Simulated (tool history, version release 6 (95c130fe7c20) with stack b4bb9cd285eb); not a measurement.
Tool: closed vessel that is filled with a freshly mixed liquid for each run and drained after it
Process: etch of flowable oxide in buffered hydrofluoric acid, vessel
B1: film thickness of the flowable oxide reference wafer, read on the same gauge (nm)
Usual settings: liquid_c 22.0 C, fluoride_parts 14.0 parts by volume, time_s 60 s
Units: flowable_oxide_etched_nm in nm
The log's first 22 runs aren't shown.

run 23 day=11.204 | liquid_c=26.0 fluoride_parts=18.5 time_s=90 | B1=50.01 | flowable_oxide_etched_nm=170.92
run 24 day=11.454 | liquid_c=19.5 fluoride_parts=12.0 time_s=45 | B1=50.02 | flowable_oxide_etched_nm=91.03
run 25 day=11.950 | liquid_c=25.0 fluoride_parts=17.5 time_s=30 | B1=50.03 | flowable_oxide_etched_nm=57.24
run 26 day=13.196 | liquid_c=22.0 fluoride_parts=19.5 time_s=60 | B1=50.00 | flowable_oxide_etched_nm=87.62
run 27 day=13.671 | liquid_c=22.0 fluoride_parts=14.0 time_s=60 | B1=50.01 | flowable_oxide_etched_nm=121.27
run 28 day=14.267 | liquid_c=26.0 fluoride_parts=19.0 time_s=85 | B1=50.00 | flowable_oxide_etched_nm=157.64
run 29 day=14.808 | liquid_c=22.0 fluoride_parts=14.0 time_s=60 | B1=50.01 | flowable_oxide_etched_nm=121.31
run 30 day=15.292 | liquid_c=22.0 fluoride_parts=15.5 time_s=30 | B1=50.00 | flowable_oxide_etched_nm=55.00

4 ways to go on from here, each from the tool as it stands after run 30. What would each give?
run A day=15.321 | liquid_c=22.0 fluoride_parts=18.0 time_s=60 | B1=? | flowable_oxide_etched_nm=?
run B day=15.321 | liquid_c=22.0 fluoride_parts=11.5 time_s=75 | B1=? | flowable_oxide_etched_nm=?
run C day=15.321 | liquid_c=22.0 fluoride_parts=19.0 time_s=60 | B1=? | flowable_oxide_etched_nm=?
run D day=15.321 | liquid_c=26.5 fluoride_parts=14.0 time_s=70 | B1=? | flowable_oxide_etched_nm=?

run=A B1=49.99 flowable_oxide_etched_nm=94.71
run=B B1=49.99 flowable_oxide_etched_nm=183.78
run=C B1=49.99 flowable_oxide_etched_nm=89.79
run=D B1=49.99 flowable_oxide_etched_nm=180.83
Without the tool's hidden state the same runs would have given:
run=A flowable_oxide_etched_nm=92.83
run=B flowable_oxide_etched_nm=180.16
run=C flowable_oxide_etched_nm=88.00
run=D flowable_oxide_etched_nm=177.25

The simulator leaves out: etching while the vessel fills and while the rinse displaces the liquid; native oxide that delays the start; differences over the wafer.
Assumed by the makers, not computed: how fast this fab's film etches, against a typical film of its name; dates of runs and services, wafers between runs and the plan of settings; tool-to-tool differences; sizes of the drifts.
